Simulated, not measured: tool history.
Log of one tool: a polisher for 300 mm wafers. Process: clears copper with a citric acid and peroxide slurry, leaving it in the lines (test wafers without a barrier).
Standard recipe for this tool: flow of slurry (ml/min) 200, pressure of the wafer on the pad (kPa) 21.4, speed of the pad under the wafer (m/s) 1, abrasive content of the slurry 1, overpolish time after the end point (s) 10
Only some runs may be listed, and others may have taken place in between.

| run | hour | flow of slurry (ml/min) | pressure of the wafer on the pad (kPa) | speed of the pad under the wafer (m/s) | abrasive content of the slurry | overpolish time after the end point (s) | wafers since the last listed run | wafers polished on this pad | hours since the slurry nozzle was cleaned | hours since the head pressure was calibrated | hours since the slurry blender was calibrated | incoming thickness of the incoming film, nm | time until the end point was called (s) | dishing of a wide line in a test structure (angstrom) |
|---|---|---|---|---|---|---|---|---|---|---|---|---|---|---|
| 1 | 0 | 200 | 17.9 | 1 | 0.85 | 10 | 0 | 1005 | 585.6 | 574.6 | 69.9 | 245.7 | 125.7 | 162 |
| 2 | 103 | 165 | 21.4 | 1 | 1 | 10 | 1196 | 2201 | 688.6 | 677.6 | 172.9 | 246.5 | 110.3 | 182 |
| 3 | 154.3 | 165 | 21.4 | 1 | 1 | 10 | 595 | 2797 | 739.9 | 728.9 | 224.2 | 244.7 | 106.2 | 181 |
| 4 | 223.6 | 165 | 21.4 | 1 | 1 | 10 | 804 | 3602 | 809.2 | 798.2 | 293.5 | 242.3 | 115.5 | 173 |
|  | 245.9 | worn pad replaced by a new one |
|  | 251 | slurry blender recalibrated |
| 5 | 278.7 | 200 | 21.4 | 1 | 1 | 10 | 570 | 357 | 864.3 | 853.3 | 27.7 | 247.1 | 98.5 | 201 |
|  | 307.7 | slurry nozzle cleaned |
| 6 | 378 | 200 | 21.4 | 1 | 1 | 10 | 1141 | 1499 | 70.3 | 952.6 | 127 | 240.9 | 99.8 | 192 |
| 7 | 462.6 | 200 | 21.4 | 1 | 1 | 10 | 982 | 2481 | 154.9 | 1037.2 | 211.6 | 245.7 | 107.9 | 188 |
| 8 | 516.1 | 200 | 21.4 | 1 | 1 | 10 | 621 | 3102 | 208.4 | 1090.7 | 265.1 | 246.6 | 107.4 | 183 |
|  | 532.9 | head pressure recalibrated |
|  | 543.7 | slurry blender recalibrated |
|  | 558.4 | worn pad replaced by a new one |
| 9 | 583.8 | 200 | 21.4 | 1 | 1 | 8 | 693 | 295 | 276.1 | 50.9 | 40.1 | 241.6 | 99.4 | 157 |
| 10 | 669.2 | 200 | 21.4 | 1 | 1 | 8 | 991 | 1287 | 361.5 | 136.3 | 125.5 | 246.1 | 107.3 | 156 |
| 11 | 712.5 | 200 | 23.4 | 1 | 1.15 | 13 | 502 | 1789 | 404.8 | 179.6 | 168.8 | 244.7 | 90.2 | 264 |
|  | 867 | slurry blender recalibrated |
| 12 | 887.4 | 200 | 21.4 | 1 | 1 | 10 | 2007 | 3797 | 579.7 | 354.5 | 20.4 | 241.6 | 114.9 | 172 |
|  | 897.5 | worn pad replaced by a new one |
| 13 | 948.9 | 150 | 21.4 | 1 | 0.85 | 10 | 667 | 597 | 641.2 | 416 | 81.9 | 242.6 | 104.1 | 181 |
| 14 | 1055.7 | 200 | 21.4 | 1 | 1 | 10 | 1240 | 1837 | 748 | 522.8 | 188.7 | 246.5 | 105.2 | 187 |
| 15 | 1131.8 | 200 | 21.4 | 1.34 | 1 | 10 | 883 | 2721 | 824.1 | 598.9 | 264.8 | 247.6 | 81.8 | 242 |
|  | 1176.8 | worn pad replaced by a new one |
| 16 | 1185.4 | 135 | 21.4 | 1 | 1 | 10 | 576 | 100 | 877.7 | 652.5 | 318.4 | 247.7 | 102.7 | 194 |

Estimate the outcome of run 17 from the log above:
|  | 1189.5 | slurry blender recalibrated |
|  | 1192.6 | slurry nozzle cleaned |
| 17 | 1284.6 | 130 | 24.1 | 1 | 1 | 10 | 1117 | 1217 | 92 | 751.7 | 95.1 | 241.9 | ? | ? |

time until the end point was called (s): 92.8
dishing of a wide line in a test structure (angstrom): 204
The same run, on a tool lacking any hidden state, would have yielded time until the end point was called (s) 88.6, dishing of a wide line in a test structure (angstrom) 213.
